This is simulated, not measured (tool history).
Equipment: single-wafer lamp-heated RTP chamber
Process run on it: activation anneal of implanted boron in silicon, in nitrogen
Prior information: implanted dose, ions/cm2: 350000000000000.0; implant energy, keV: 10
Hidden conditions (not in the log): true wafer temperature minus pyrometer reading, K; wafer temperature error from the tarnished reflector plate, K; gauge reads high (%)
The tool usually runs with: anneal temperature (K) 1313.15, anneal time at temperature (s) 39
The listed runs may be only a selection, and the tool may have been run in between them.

| run | hour | anneal temperature (K) | anneal time at temperature (s) | wafers since the last listed run | wafers since the last pyrometer calibration | wafers since the reflector plate was cleaned | hours since the gauge calibration | read-back reference wafer on the same gauge, sheet resistance | sheet resistance of the implanted and annealed layer (ohm/square) |
|---|---|---|---|---|---|---|---|---|---|
| 1 | 0 | 1313.15 | 39 | 0 | 1367 | 143 | 363.3 | 305.21 | 310.92 |
| 2 | 8.6 | 1313.15 | 39 | 103 | 1470 | 246 | 371.9 | 305.21 | 312.51 |
| 3 | 16 | 1313.15 | 39 | 88 | 1559 | 335 | 379.3 | 304.97 | 311.17 |
| 4 | 67.7 | 1313.15 | 39 | 620 | 2179 | 955 | 431 | 304.83 | 310.92 |
|  | 92.2 | gauge calibrated |
| 5 | 119.2 | 1313.15 | 39 | 617 | 2797 | 1572 | 27 | 305.12 | 311.72 |
| 6 | 127.8 | 1313.15 | 24 | 103 | 2900 | 1675 | 35.6 | 304.96 | 314.12 |
| 7 | 144.8 | 1313.15 | 30 | 203 | 3104 | 1879 | 52.6 | 304.96 | 312.45 |
| 8 | 158.7 | 1313.15 | 30 | 166 | 3271 | 2046 | 66.5 | 305.06 | 312.39 |
| 9 | 169.1 | 1313.15 | 30 | 124 | 3395 | 2171 | 76.9 | 304.97 | 312.69 |
| 10 | 186.7 | 1298.15 | 39 | 211 | 3606 | 2382 | 94.5 | 304.97 | 312.76 |
| 11 | 194.7 | 1298.15 | 39 | 95 | 3702 | 2478 | 102.5 | 305 | 312.35 |
| 12 | 203 | 1313.15 | 27 | 99 | 3802 | 2577 | 110.8 | 305.21 | 312.71 |
| 13 | 217.4 | 1313.15 | 16 | 172 | 3974 | 2750 | 125.2 | 305.01 | 315.19 |
| 14 | 233.9 | 1289.15 | 54 | 197 | 4172 | 2948 | 141.7 | 305.04 | 312.16 |
| 15 | 248.2 | 1313.15 | 39 | 171 | 4344 | 3119 | 156 | 304.95 | 312.17 |
|  | 265.3 | pyrometer window cleaned and pyrometer calibrated |
| 16 | 265.8 | 1313.15 | 39 | 115 | 5 | 3234 | 173.6 | 304.98 | 312.14 |
| 17 | 275.4 | 1313.15 | 18 | 115 | 120 | 3350 | 183.2 | 304.96 | 315.74 |
| 18 | 282.8 | 1313.15 | 23 | 88 | 209 | 3438 | 190.6 | 304.93 | 314.21 |
|  | 296.2 | reflector plate cleaned |
| 19 | 323.2 | 1313.15 | 39 | 388 | 598 | 324 | 231 | 304.89 | 310.67 |
| 20 | 330.2 | 1287.15 | 39 | 83 | 682 | 408 | 238 | 304.99 | 313.97 |
| 21 | 336.9 | 1313.15 | 39 | 80 | 762 | 488 | 244.7 | 304.91 | 312.38 |
| 22 | 349.5 | 1328.15 | 51 | 151 | 913 | 639 | 257.3 | 304.98 | 307.44 |
| 23 | 356.2 | 1313.15 | 39 | 80 | 994 | 719 | 264 | 304.98 | 312.5 |
| 24 | 366.7 | 1297.15 | 39 | 125 | 1119 | 845 | 274.5 | 304.96 | 313.47 |
| 25 | 382.2 | 1340.15 | 54 | 185 | 1305 | 1031 | 290 | 305.16 | 305.6 |
| 26 | 388.5 | 1313.15 | 39 | 75 | 1381 | 1107 | 296.3 | 305.03 | 311.55 |
| 27 | 397 | 1339.15 | 30 | 101 | 1483 | 1209 | 304.8 | 304.99 | 310.03 |
| 28 | 405.4 | 1336.15 | 24 | 100 | 1584 | 1309 | 313.2 | 305.07 | 311.27 |
| 29 | 450.7 | 1313.15 | 39 | 543 | 2127 | 1853 | 358.5 | 305.01 | 311.71 |
| 30 | 468.5 | 1292.15 | 28 | 213 | 2340 | 2066 | 376.3 | 305.05 | 314.73 |
| 31 | 481.9 | 1313.15 | 39 | 160 | 2501 | 2227 | 389.7 | 305.06 | 311.58 |
| 32 | 499.8 | 1328.15 | 39 | 214 | 2716 | 2441 | 407.6 | 305.1 | 309.13 |
| 33 | 513.6 | 1313.15 | 39 | 165 | 2881 | 2607 | 421.4 | 304.9 | 311.76 |
| 34 | 528 | 1287.15 | 62 | 172 | 3054 | 2780 | 435.8 | 305.01 | 312.08 |
| 35 | 543.3 | 1342.15 | 39 | 183 | 3237 | 2963 | 451.1 | 304.95 | 307.98 |
| 36 | 559.6 | 1328.15 | 49 | 195 | 3433 | 3159 | 467.4 | 305.07 | 308.11 |

Below are 5 alternative next runs, each starting from the tool's condition after run 36. Predict each:
| A | 560 | 1313.15 | 39 | 4 | 3438 | 3163 | 467.8 | ? | ? |
| B | 560 | 1298.15 | 55 | 4 | 3438 | 3163 | 467.8 | ? | ? |
| C | 560 | 1323.15 | 47 | 4 | 3438 | 3163 | 467.8 | ? | ? |
| D | 560 | 1326.15 | 20 | 4 | 3438 | 3163 | 467.8 | ? | ? |
| E | 560 | 1313.15 | 49 | 4 | 3438 | 3163 | 467.8 | ? | ? |

| run | read-back reference wafer on the same gauge, sheet resistance | sheet resistance of the implanted and annealed layer (ohm/square) |
|---|---|---|
| A | 304.89 | 311.1 |
| B | 304.89 | 310.76 |
| C | 304.89 | 308.85 |
| D | 304.89 | 313.27 |
| E | 304.89 | 309.74 |
The same runs, with their run-to-run variation unchanged, on a tool lacking any hidden condition would have given:
| run | sheet resistance of the implanted and annealed layer (ohm/square) |
|---|---|
| A | 311.1 |
| B | 310.76 |
| C | 308.85 |
| D | 313.27 |
| E | 309.74 |

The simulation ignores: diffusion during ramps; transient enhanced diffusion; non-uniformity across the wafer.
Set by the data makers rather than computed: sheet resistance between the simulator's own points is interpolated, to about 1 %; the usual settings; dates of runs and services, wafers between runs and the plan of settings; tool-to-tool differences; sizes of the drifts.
